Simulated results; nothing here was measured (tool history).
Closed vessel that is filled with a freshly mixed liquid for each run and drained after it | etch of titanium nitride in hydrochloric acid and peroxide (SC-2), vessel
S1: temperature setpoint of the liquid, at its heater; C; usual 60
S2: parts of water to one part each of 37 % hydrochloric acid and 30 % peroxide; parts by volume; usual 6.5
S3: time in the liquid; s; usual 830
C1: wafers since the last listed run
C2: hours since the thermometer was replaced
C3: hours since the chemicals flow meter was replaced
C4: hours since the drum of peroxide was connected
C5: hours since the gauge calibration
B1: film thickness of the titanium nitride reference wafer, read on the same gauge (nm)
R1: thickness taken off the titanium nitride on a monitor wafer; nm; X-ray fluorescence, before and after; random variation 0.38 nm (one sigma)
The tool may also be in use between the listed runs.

Run 1, hour 0: usual settings but S1 53.5 C; C1 0; C2 2321.1; C3 440.3; C4 848.7; C5 865.1; B1 59.96. Result: R1 35.74 nm.
Run 2, hour 39.4: usual settings but S1 53.5 C; C1 2569; C2 2360.5; C3 479.7; C4 888.1; C5 904.5; B1 60. Result: R1 35.21 nm.
At hour 93.7: new drum of peroxide connected.
Run 3, hour 131.5: usual settings but S1 53.5 C; C1 5940; C2 2452.6; C3 571.8; C4 37.8; C5 996.6; B1 60. Result: R1 38.26 nm.
Run 4, hour 182.6: usual settings; C1 3332; C2 2503.7; C3 622.9; C4 88.9; C5 1047.7; B1 60. Result: R1 57.41 nm.
Run 5, hour 244.7: usual settings but S1 53 C; C1 4049; C2 2565.8; C3 685; C4 151; C5 1109.8; B1 59.97. Result: R1 37 nm.
Run 6, hour 310.4: usual settings but S3 1185 s; C1 4284; C2 2631.5; C3 750.7; C4 216.7; C5 1175.5; B1 60.02. Result: R1 81.71 nm.
Run 7, hour 408.8: usual settings but S2 7 parts by volume; C1 6416; C2 2729.9; C3 849.1; C4 315.1; C5 1273.9; B1 60. Result: R1 54.67 nm.
Run 8, hour 504: usual settings but S2 7 parts by volume; C1 6208; C2 2825.1; C3 944.3; C4 410.3; C5 1369.1; B1 60. Result: R1 54.4 nm.
Run 9, hour 586.9: usual settings but S2 7 parts by volume; C1 5406; C2 2908; C3 1027.2; C4 493.2; C5 1452; B1 59.97. Result: R1 53.95 nm.
At hour 684.5: chemicals flow meter replaced.
Run 10, hour 692.7: usual settings; C1 6834; C2 3013.8; C3 8.2; C4 599; C5 1557.8; B1 59.99. Result: R1 57.25 nm.
Run 11, hour 744.4: usual settings; C1 3371; C2 3065.5; C3 59.9; C4 650.7; C5 1609.5; B1 60.01. Result: R1 56.89 nm.
Run 12, hour 788.9: usual settings but S2 8.5 parts by volume; C1 2901; C2 3110; C3 104.4; C4 695.2; C5 1654; B1 59.99. Result: R1 45.9 nm.
At hour 1006.5: thermometer replaced.
Run 13, hour 1074.4: usual settings but S2 8.5 parts by volume; C1 18553; C2 67.9; C3 389.9; C4 980.7; C5 1939.5; B1 60.01. Result: R1 37.86 nm.
Run 14, hour 1165.4: usual settings but S2 7 parts by volume; C1 5934; C2 158.9; C3 480.9; C4 1071.7; C5 2030.5; B1 60.01. Result: R1 43.74 nm.
At hour 1221.6: new drum of peroxide connected.
Run 15, hour 1233: usual settings but S1 68 C, S2 9 parts by volume, S3 590 s; C1 4343; C2 226.5; C3 548.5; C4 11.4; C5 2098.1; B1 59.99. Result: R1 44.83 nm.
At hour 1306.4: gauge calibrated.
Run 16, hour 1320.6: usual settings but S1 68 C, S2 9 parts by volume, S3 1255 s; C1 5712; C2 314.1; C3 636.1; C4 99; C5 14.2; B1 60. Result: R1 95.51 nm.
Run 17, hour 1421.5: usual settings but S1 63 C; C1 6579; C2 415; C3 737; C4 199.9; C5 115.1; B1 60.01. Result: R1 60.37 nm.
Run 18, hour 1475: usual settings but S1 64.5 C, S2 8 parts by volume, S3 1075 s; C1 3488; C2 468.5; C3 790.5; C4 253.4; C5 168.6; B1 59.97. Result: R1 72.71 nm.
Run 19, hour 1575.5: usual settings but S2 8 parts by volume; C1 6553; C2 569; C3 891; C4 353.9; C5 269.1; B1 59.97. Result: R1 42.16 nm.
Run 20, hour 1613.2: usual settings but S1 52 C, S2 8.5 parts by volume, S3 1205 s; C1 2458; C2 606.7; C3 928.7; C4 391.6; C5 306.8; B1 59.96. Result: R1 35.1 nm.
Run 21, hour 1662.7: usual settings; C1 3228; C2 656.2; C3 978.2; C4 441.1; C5 356.3; B1 60.02. Result: R1 50.52 nm.
Run 22, hour 1881.7: usual settings but S1 63 C; C1 14281; C2 875.2; C3 1197.2; C4 660.1; C5 575.3; B1 60. Result: R1 58.91 nm.
Run 23, hour 1969: usual settings but S2 7.5 parts by volume, S3 1165 s; C1 5693; C2 962.5; C3 1284.5; C4 747.4; C5 662.6; B1 59.99. Result: R1 62.58 nm.
At hour 1971.9: chemicals flow meter replaced.
Run 24, hour 2050: usual settings but S1 69 C, S2 8.5 parts by volume, S3 970 s; C1 5217; C2 1043.5; C3 78.1; C4 828.4; C5 743.6; B1 59.99. Result: R1 80.22 nm.
Run 25, hour 2138.1: usual settings but S2 8 parts by volume, S3 960 s; C1 5745; C2 1131.6; C3 166.2; C4 916.5; C5 831.7; B1 60.02. Result: R1 48.27 nm.
Run 26, hour 2202.1: usual settings but S1 52.5 C, S2 4.5 parts by volume, S3 1095 s; C1 4173; C2 1195.6; C3 230.2; C4 980.5; C5 895.7; B1 60.03. Result: R1 52.51 nm.

3 ways to go on from here, each from the tool as it stands after run 26. What would each give?
Run A, hour 2203: usual settings; C1 58; C2 1196.5; C3 231.1; C4 981.4; C5 896.6; B1 ?. Result: R1 ?.
Run B, hour 2203: usual settings but S1 64 C, S3 680 s; C1 58; C2 1196.5; C3 231.1; C4 981.4; C5 896.6; B1 ?. Result: R1 ?.
Run C, hour 2203: usual settings but S3 1035 s; C1 58; C2 1196.5; C3 231.1; C4 981.4; C5 896.6; B1 ?. Result: R1 ?.

run     B1     R1
  A  59.97  49.47
  B  59.97  51.86
  C  59.97  61.68
Without the tool's hidden state the same runs would have given:
run     R1
  A  50.01
  B   52.5
  C  62.36
